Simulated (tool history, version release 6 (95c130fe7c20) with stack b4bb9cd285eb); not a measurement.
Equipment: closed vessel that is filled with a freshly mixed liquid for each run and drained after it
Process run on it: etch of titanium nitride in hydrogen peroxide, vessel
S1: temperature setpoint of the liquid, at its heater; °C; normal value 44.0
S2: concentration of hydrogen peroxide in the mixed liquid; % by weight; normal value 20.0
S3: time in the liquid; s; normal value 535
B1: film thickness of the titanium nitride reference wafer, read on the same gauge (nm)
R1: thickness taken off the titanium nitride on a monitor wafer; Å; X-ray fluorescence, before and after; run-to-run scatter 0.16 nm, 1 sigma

{"run": 1, "day": 0.0, "S1": 37.0, "S2": 20.0, "S3": 315, "B1": 80.0, "R1": 102.4}
{"run": 2, "day": 1.325, "S1": 37.0, "S2": 20.0, "S3": 315, "B1": 79.98, "R1": 102.7}
{"run": 3, "day": 2.388, "S1": 37.0, "S2": 20.0, "S3": 315, "B1": 79.99, "R1": 103.2}
{"run": 4, "day": 3.004, "S1": 44.0, "S2": 23.5, "S3": 535, "B1": 80.0, "R1": 312.5}
{"run": 5, "day": 4.125, "S1": 44.0, "S2": 23.0, "S3": 535, "B1": 80.0, "R1": 310.2}
{"run": 6, "day": 4.671, "S1": 39.0, "S2": 20.0, "S3": 535, "B1": 80.0, "R1": 204.5}
{"run": 7, "day": 5.562, "S1": 39.0, "S2": 20.0, "S3": 535, "B1": 79.98, "R1": 203.8}
{"run": 8, "day": 6.817, "S1": 39.0, "S2": 20.0, "S3": 535, "B1": 80.0, "R1": 206.2}
{"run": 9, "day": 7.654, "S1": 44.0, "S2": 20.0, "S3": 535, "B1": 80.02, "R1": 296.3}
{"day": 8.25, "done": "new drum of peroxide connected"}
{"run": 10, "day": 8.292, "S1": 44.0, "S2": 20.0, "S3": 690, "B1": 80.02, "R1": 386.7}
{"run": 11, "day": 8.992, "S1": 44.0, "S2": 20.0, "S3": 690, "B1": 80.04, "R1": 387.7}
{"run": 12, "day": 10.45, "S1": 44.0, "S2": 20.0, "S3": 650, "B1": 80.04, "R1": 362.9}
{"run": 13, "day": 11.692, "S1": 44.0, "S2": 20.0, "S3": 650, "B1": 80.0, "R1": 362.5}
{"day": 11.933, "done": "thermometer replaced"}
{"run": 14, "day": 14.108, "S1": 53.0, "S2": 18.0, "S3": 680, "B1": 79.95, "R1": 708.7}
{"day": 15.138, "done": "gauge calibrated"}
{"run": 15, "day": 15.429, "S1": 44.0, "S2": 20.0, "S3": 690, "B1": 80.01, "R1": 384.0}
{"run": 16, "day": 15.962, "S1": 44.0, "S2": 20.0, "S3": 535, "B1": 79.99, "R1": 295.8}
{"day": 16.288, "done": "peroxide flow meter replaced"}
{"run": 17, "day": 16.508, "S1": 44.0, "S2": 20.0, "S3": 735, "B1": 80.02, "R1": 407.4}
{"run": 18, "day": 17.1, "S1": 50.5, "S2": 16.5, "S3": 535, "B1": 79.98, "R1": 469.3}

What does the tool deliver on the next run?
{"run": 19, "day": 18.104, "S1": 44.0, "S2": 20.0, "S3": 330, "B1": "?", "R1": "?"}

Run 19 gave B1 80.02, R1 184.0 Å.
Had the tool carried no hidden state, the very same run would have given R1 184.0 Å.
